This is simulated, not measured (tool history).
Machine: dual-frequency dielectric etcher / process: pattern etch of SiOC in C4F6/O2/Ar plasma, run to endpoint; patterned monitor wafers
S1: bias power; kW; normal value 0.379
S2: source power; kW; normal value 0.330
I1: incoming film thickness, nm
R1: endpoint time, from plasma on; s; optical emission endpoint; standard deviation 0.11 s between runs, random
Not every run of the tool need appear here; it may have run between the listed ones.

run 1 hour=0.0 | S1=0.379 S2=0.380 | I1=39.35 | R1=13.9
run 2 hour=10.8 | S1=0.379 S2=0.380 | I1=39.59 | R1=14.0
run 3 hour=19.9 | S1=0.379 S2=0.330 | I1=39.36 | R1=15.0
run 4 hour=35.5 | S1=0.379 S2=0.330 | I1=39.23 | R1=14.8
run 5 hour=52.4 | S1=0.321 S2=0.330 | I1=39.19 | R1=16.1
run 6 hour=69.4 | S1=0.321 S2=0.330 | I1=39.53 | R1=16.2
-- hour=96.3 wet clean of the chamber
run 7 hour=96.8 | S1=0.309 S2=0.330 | I1=39.40 | R1=16.4
run 8 hour=97.9 | S1=0.309 S2=0.330 | I1=39.33 | R1=16.3
-- hour=106.1 source power generator calibrated
run 9 hour=106.6 | S1=0.379 S2=0.330 | I1=39.58 | R1=14.9
run 10 hour=113.1 | S1=0.379 S2=0.270 | I1=39.89 | R1=17.2
run 11 hour=120.2 | S1=0.379 S2=0.330 | I1=39.11 | R1=14.8
-- hour=142.4 bias power generator calibrated
-- hour=146.9 upper electrode replaced
run 12 hour=147.4 | S1=0.303 S2=0.360 | I1=39.00 | R1=15.4
run 13 hour=147.7 | S1=0.379 S2=0.350 | I1=39.51 | R1=14.3
run 14 hour=161.9 | S1=0.428 S2=0.310 | I1=39.40 | R1=14.9
run 15 hour=175.9 | S1=0.379 S2=0.300 | I1=39.41 | R1=16.2
run 16 hour=188.3 | S1=0.445 S2=0.290 | I1=39.37 | R1=15.2
run 17 hour=200.5 | S1=0.379 S2=0.330 | I1=39.70 | R1=15.0
run 18 hour=208.7 | S1=0.379 S2=0.330 | I1=39.66 | R1=14.9
run 19 hour=222.6 | S1=0.379 S2=0.350 | I1=39.70 | R1=14.6

Forecast each of these 3 alternatives for the next run:
run A hour=223.0 | S1=0.303 S2=0.330 | I1=39.21 | R1=?
run B hour=223.0 | S1=0.423 S2=0.330 | I1=39.21 | R1=?
run C hour=223.0 | S1=0.297 S2=0.300 | I1=39.21 | R1=?

run=A R1=16.6
run=B R1=14.4
run=C R1=17.7
With no hidden state in the tool, these same runs would have given:
run=A R1=16.6
run=B R1=14.4
run=C R1=17.7

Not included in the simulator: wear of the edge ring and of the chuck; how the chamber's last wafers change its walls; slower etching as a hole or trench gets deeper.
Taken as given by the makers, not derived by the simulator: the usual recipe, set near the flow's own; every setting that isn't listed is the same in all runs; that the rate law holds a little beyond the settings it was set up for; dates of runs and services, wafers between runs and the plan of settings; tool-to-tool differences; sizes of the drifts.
